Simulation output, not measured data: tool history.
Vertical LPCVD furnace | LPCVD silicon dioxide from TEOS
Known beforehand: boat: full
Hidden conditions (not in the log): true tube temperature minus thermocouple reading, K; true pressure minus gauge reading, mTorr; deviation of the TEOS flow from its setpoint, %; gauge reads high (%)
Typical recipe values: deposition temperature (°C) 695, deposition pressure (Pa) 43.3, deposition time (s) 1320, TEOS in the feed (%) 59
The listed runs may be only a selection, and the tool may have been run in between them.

run,hour,deposition temperature (°C),deposition pressure (Pa),deposition time (s),TEOS in the feed (%),wafers since the last listed run,hours since the last temperature calibration,hours since the pressure gauge was zeroed,hours since the TEOS flow controller was replaced,hours since the gauge calibration,"read-back reference wafer on the same gauge, thickness",film thickness on the monitor wafer in the middle of the boat (Å)
1,0.0,695,43.3,1320,59,0,1156.2,1818.5,3890.9,544.7,156.55,1315.5
2,31.7,695,43.3,1320,59,383,1187.9,1850.2,3922.6,576.4,156.50,1328.1
3,52.0,695,43.3,1320,59,245,1208.2,1870.5,3942.9,596.7,156.52,1320.6
4,75.9,695,43.3,1320,59,289,1232.1,1894.4,3966.8,620.6,156.46,1322.8
5,101.7,695,43.3,1320,59,312,1257.9,1920.2,3992.6,646.4,156.52,1321.0
6,164.7,695,43.3,1320,59,761,1320.9,1983.2,4055.6,709.4,156.37,1315.9
# hour 211.3: thermocouples replaced and temperature profile calibrated
7,211.8,695,43.3,1320,59,279,0.5,2030.3,4102.7,756.5,156.20,1317.5
8,223.8,695,48.7,1320,51,145,12.5,2042.3,4114.7,768.5,156.21,1294.8
9,257.9,695,48.7,1320,51,412,46.6,2076.4,4148.8,802.6,156.14,1291.7
10,287.6,701,48.0,1170,64,359,76.3,2106.1,4178.5,832.3,155.98,1470.9
11,310.4,695,43.3,1320,59,275,99.1,2128.9,4201.3,855.1,155.93,1308.6
12,325.5,695,34.0,1320,70,182,114.2,2144.0,4216.4,870.2,155.87,1268.3
13,352.5,695,51.3,1320,67,326,141.2,2171.0,4243.4,897.2,156.01,1526.5
14,374.2,695,51.3,840,53,262,162.9,2192.7,4265.1,918.9,155.86,863.3
15,398.8,695,43.3,1320,59,297,187.5,2217.3,4289.7,943.5,155.76,1313.3
16,434.4,692,33.3,1320,49,430,223.1,2252.9,4325.3,979.1,155.62,974.2
17,480.8,695,43.3,1320,59,561,269.5,2299.3,4371.7,1025.5,155.49,1311.5
# hour 521.5: pressure gauge zeroed
18,525.5,706,49.3,1740,67,250,314.2,4.0,4416.4,1070.2,155.27,2535.8
# hour 573.1: TEOS flow controller replaced
19,573.6,689,43.3,990,64,291,362.3,52.1,0.5,1118.3,155.13,886.1
20,577.3,701,51.3,1770,59,44,366.0,55.8,4.2,1122.0,155.12,2195.8
21,594.9,695,52.7,1320,59,212,383.6,73.4,21.8,1139.6,155.14,1446.7
22,611.8,702,43.3,1320,59,204,400.5,90.3,38.7,1156.5,155.06,1538.4
# hour 620.4: gauge calibrated
23,644.8,695,52.0,1770,59,399,433.5,123.3,71.7,24.4,157.27,1952.3
24,657.4,688,43.3,1320,68,152,446.1,135.9,84.3,37.0,157.29,1207.4
25,671.1,706,43.3,1320,59,165,459.8,149.6,98.0,50.7,157.21,1714.3
26,704.1,695,43.3,1320,59,399,492.8,182.6,131.0,83.7,157.28,1322.0
27,722.3,695,43.3,1320,59,220,511.0,200.8,149.2,101.9,157.30,1325.8
28,741.0,684,52.0,1020,50,226,529.7,219.5,167.9,120.6,157.21,794.9
29,814.0,704,50.0,810,53,882,602.7,292.5,240.9,193.6,157.20,1017.9
30,839.9,690,43.3,1320,70,313,628.6,318.4,266.8,219.5,157.24,1286.0
31,869.7,695,43.3,1320,59,360,658.4,348.2,296.6,249.3,157.08,1327.0
32,885.8,684,43.3,1320,53,194,674.5,364.3,312.7,265.4,157.28,969.1

Consider 3 possible next runs. They are alternatives, not a sequence: every one starts from the tool as it was left by run 32. What does each give?
A,889.6,695,43.3,1320,59,45,678.3,368.1,316.5,269.2,?,?
B,889.6,695,32.7,1320,69,45,678.3,368.1,316.5,269.2,?,?
C,889.6,704,39.3,1770,59,45,678.3,368.1,316.5,269.2,?,?

run,"read-back reference wafer on the same gauge, thickness",film thickness on the monitor wafer in the middle of the boat (Å)
A,157.13,1321.1
B,157.13,1240.5
C,157.13,2081.2
Stripped of hidden state, with their random variation kept, the same runs would have yielded:
run,film thickness on the monitor wafer in the middle of the boat (Å)
A,1319.8
B,1239.2
C,2079.1
